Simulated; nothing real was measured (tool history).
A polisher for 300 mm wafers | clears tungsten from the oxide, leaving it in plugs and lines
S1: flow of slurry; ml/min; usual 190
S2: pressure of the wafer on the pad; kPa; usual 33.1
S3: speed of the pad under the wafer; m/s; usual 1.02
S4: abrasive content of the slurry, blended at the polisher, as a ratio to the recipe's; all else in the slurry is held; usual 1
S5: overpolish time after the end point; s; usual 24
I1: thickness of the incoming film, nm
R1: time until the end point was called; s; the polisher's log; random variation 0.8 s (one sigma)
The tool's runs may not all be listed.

run	day	S1	S2	S3	S4	S5	I1	R1
1	0	190	33.1	1.02	1	24	405	74.4
# day 1.354: slurry tank refilled with fresh slurry and peroxide
2	2.633	190	33.1	1.02	1	24	403.2	61.1
3	4.221	190	33.1	1.02	1	24	416.6	63
4	6.846	190	41.4	1.02	0.9	24	410.4	57.5
5	9.817	190	33.1	1.02	0.8	24	412.3	74.4
6	11.971	190	33.1	1.02	1	24	414.3	71.1
# day 12.9: slurry blender recalibrated
# day 14.038: worn pad replaced by a new one
7	16.921	190	43.4	1.02	1.25	24	402.1	51.5
8	19.346	255	33.1	1.02	0.8	24	406.3	72.4
# day 21.321: slurry tank refilled with fresh slurry and peroxide
9	21.429	190	27.6	1.02	1	24	410.1	65.9
10	23.883	190	33.1	1.02	1	24	412.6	62
11	26.525	190	37.2	1.02	1	14	416.3	60.3
# day 27.867: slurry nozzle cleaned
12	29.054	220	25.5	0.88	1	24	410.4	87.8
# day 32.446: head pressure recalibrated
# day 34.2: slurry blender recalibrated
13	34.971	190	33.1	1.02	1	28	407.7	72.3
# day 36.846: worn pad replaced by a new one
14	37.108	190	33.1	1.02	1	24	411	68.9
15	39.725	190	33.1	1.02	1.2	24	412.4	66.8
16	40.883	190	33.1	1.02	0.85	24	415.6	75.5
# day 43.146: slurry tank refilled with fresh slurry and peroxide
17	43.196	190	23.4	1.26	0.85	24	408.1	63.1
18	45.108	190	33.1	1.02	1	24	410.3	61.3
19	47.704	190	33.1	1.02	1	12	408.4	65.2
20	50.329	190	26.2	1.02	1.15	24	409	75.3
21	51.412	250	33.1	1.02	1.2	38	409.4	60.7
22	54.133	190	33.1	0.84	1	24	416.5	89.1
23	55.283	190	33.1	1.02	0.75	24	412.7	77.9
24	56.462	170	33.1	1.02	0.9	31	414.2	75.8
25	57.717	190	26.2	1.02	0.85	24	407.5	89.4
# day 58.325: slurry blender recalibrated
# day 59.379: slurry nozzle cleaned
26	60.254	190	33.1	1.02	1	24	415.6	77.1
# day 62.788: worn pad replaced by a new one
27	62.808	190	33.1	1.02	1	24	409.8	69.3

Some steps in R1 between neighbouring runs. How much of each would the tool show without its hidden state too (settings, what came in, random variation), and how much is left for the hidden state, with any gauge scatter that isn't in both results?
The hidden state here: removal rate lost through wear of the pad, %; slurry flow missing at the pad, %; deviation of the head's pressure from its setpoint, %; abrasive missing from the slurry, %; peroxide lost from the slurry, %.
Run 1 -> 2: slurry tank refilled with fresh slurry and peroxide. R1 -13.3 s: hidden state -12.9, all else -0.4.
Run 11 -> 12: S1 190 -> 220, S2 37.2 -> 25.5, S3 1.02 -> 0.88, S5 14 -> 24, slurry nozzle cleaned. R1 +27.5 s: hidden state +5.5, all else +22.
Run 16 -> 17: S2 33.1 -> 23.4, S3 1.02 -> 1.26, slurry tank refilled with fresh slurry and peroxide. R1 -12.4 s: hidden state -10.8, all else -1.6.
Run 21 -> 22: S1 250 -> 190, S3 1.02 -> 0.84, S4 1.2 -> 1, S5 38 -> 24. R1 +28.4 s: hidden state +7.2, all else +21.2.
